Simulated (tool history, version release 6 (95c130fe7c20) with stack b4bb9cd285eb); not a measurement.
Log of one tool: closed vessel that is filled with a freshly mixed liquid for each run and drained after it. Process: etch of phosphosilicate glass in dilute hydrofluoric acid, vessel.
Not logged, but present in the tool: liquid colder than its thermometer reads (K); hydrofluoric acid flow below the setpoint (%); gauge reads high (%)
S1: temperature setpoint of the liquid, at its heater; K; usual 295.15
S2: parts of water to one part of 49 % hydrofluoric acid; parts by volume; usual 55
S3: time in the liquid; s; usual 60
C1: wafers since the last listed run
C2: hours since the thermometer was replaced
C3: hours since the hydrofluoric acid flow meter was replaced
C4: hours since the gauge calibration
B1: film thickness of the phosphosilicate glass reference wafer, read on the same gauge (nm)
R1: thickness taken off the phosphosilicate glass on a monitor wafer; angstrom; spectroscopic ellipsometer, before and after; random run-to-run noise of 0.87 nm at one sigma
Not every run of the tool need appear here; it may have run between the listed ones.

{"run": 1, "hour": 0.0, "S1": 295.15, "S2": 55, "S3": 60, "C1": 0, "C2": 970.4, "C3": 637.6, "C4": 958.7, "B1": 79.99, "R1": 1850.5}
{"run": 2, "hour": 71.0, "S1": 295.15, "S2": 55, "S3": 60, "C1": 7556, "C2": 1041.4, "C3": 708.6, "C4": 1029.7, "B1": 79.93, "R1": 1841.0}
{"hour": 93.5, "done": "thermometer replaced"}
{"run": 3, "hour": 123.6, "S1": 295.15, "S2": 55, "S3": 60, "C1": 5492, "C2": 30.1, "C3": 761.2, "C4": 1082.3, "B1": 80.0, "R1": 1930.7}
{"run": 4, "hour": 149.4, "S1": 295.15, "S2": 55, "S3": 60, "C1": 2746, "C2": 55.9, "C3": 787.0, "C4": 1108.1, "B1": 79.97, "R1": 1925.7}
{"run": 5, "hour": 193.3, "S1": 299.15, "S2": 55, "S3": 60, "C1": 4672, "C2": 99.8, "C3": 830.9, "C4": 1152.0, "B1": 80.0, "R1": 2245.3}
{"run": 6, "hour": 333.9, "S1": 299.15, "S2": 55, "S3": 60, "C1": 14964, "C2": 240.4, "C3": 971.5, "C4": 1292.6, "B1": 80.03, "R1": 2237.4}
{"run": 7, "hour": 388.2, "S1": 299.15, "S2": 55, "S3": 60, "C1": 5779, "C2": 294.7, "C3": 1025.8, "C4": 1346.9, "B1": 79.94, "R1": 2220.6}
{"run": 8, "hour": 432.9, "S1": 295.15, "S2": 55, "S3": 60, "C1": 4757, "C2": 339.4, "C3": 1070.5, "C4": 1391.6, "B1": 79.96, "R1": 1873.4}
{"run": 9, "hour": 460.6, "S1": 298.15, "S2": 55, "S3": 80, "C1": 2948, "C2": 367.1, "C3": 1098.2, "C4": 1419.3, "B1": 79.96, "R1": 2843.0}
{"hour": 626.8, "done": "gauge calibrated"}
{"run": 10, "hour": 662.9, "S1": 298.15, "S2": 55, "S3": 80, "C1": 21531, "C2": 569.4, "C3": 1300.5, "C4": 36.1, "B1": 80.0, "R1": 2801.1}
{"run": 11, "hour": 718.3, "S1": 298.15, "S2": 55, "S3": 80, "C1": 5896, "C2": 624.8, "C3": 1355.9, "C4": 91.5, "B1": 80.0, "R1": 2789.7}
{"run": 12, "hour": 769.5, "S1": 295.15, "S2": 55, "S3": 75, "C1": 5449, "C2": 676.0, "C3": 1407.1, "C4": 142.7, "B1": 80.01, "R1": 2289.6}
{"run": 13, "hour": 841.2, "S1": 297.15, "S2": 55, "S3": 70, "C1": 7631, "C2": 747.7, "C3": 1478.8, "C4": 214.4, "B1": 80.02, "R1": 2314.8}
{"run": 14, "hour": 909.2, "S1": 295.15, "S2": 55, "S3": 60, "C1": 7237, "C2": 815.7, "C3": 1546.8, "C4": 282.4, "B1": 80.0, "R1": 1806.9}
{"run": 15, "hour": 971.1, "S1": 300.15, "S2": 55, "S3": 75, "C1": 6588, "C2": 877.6, "C3": 1608.7, "C4": 344.3, "B1": 80.02, "R1": 2782.5}
{"run": 16, "hour": 1014.8, "S1": 293.65, "S2": 35, "S3": 70, "C1": 4651, "C2": 921.3, "C3": 1652.4, "C4": 388.0, "B1": 79.97, "R1": 3214.5}
{"run": 17, "hour": 1085.7, "S1": 298.15, "S2": 55, "S3": 60, "C1": 7546, "C2": 992.2, "C3": 1723.3, "C4": 458.9, "B1": 79.99, "R1": 2025.3}
{"hour": 1098.0, "done": "thermometer replaced"}
{"hour": 1112.8, "done": "hydrofluoric acid flow meter replaced"}
{"run": 18, "hour": 1114.2, "S1": 295.15, "S2": 55, "S3": 60, "C1": 2820, "C2": 16.2, "C3": 1.4, "C4": 487.4, "B1": 79.98, "R1": 1964.4}
{"run": 19, "hour": 1150.3, "S1": 291.15, "S2": 55, "S3": 60, "C1": 3842, "C2": 52.3, "C3": 37.5, "C4": 523.5, "B1": 79.99, "R1": 1648.3}
{"run": 20, "hour": 1176.9, "S1": 295.15, "S2": 55, "S3": 60, "C1": 2831, "C2": 78.9, "C3": 64.1, "C4": 550.1, "B1": 80.01, "R1": 1955.8}

For run 21, what comes out?
{"run": 21, "hour": 1228.3, "S1": 295.15, "S2": 55, "S3": 60, "C1": 5470, "C2": 130.3, "C3": 115.5, "C4": 601.5, "B1": "?", "R1": "?"}

Run 21 came out at B1 79.99, R1 1940.7 angstrom.
Without the tool's hidden state the same run would have given R1 1968.8 angstrom.
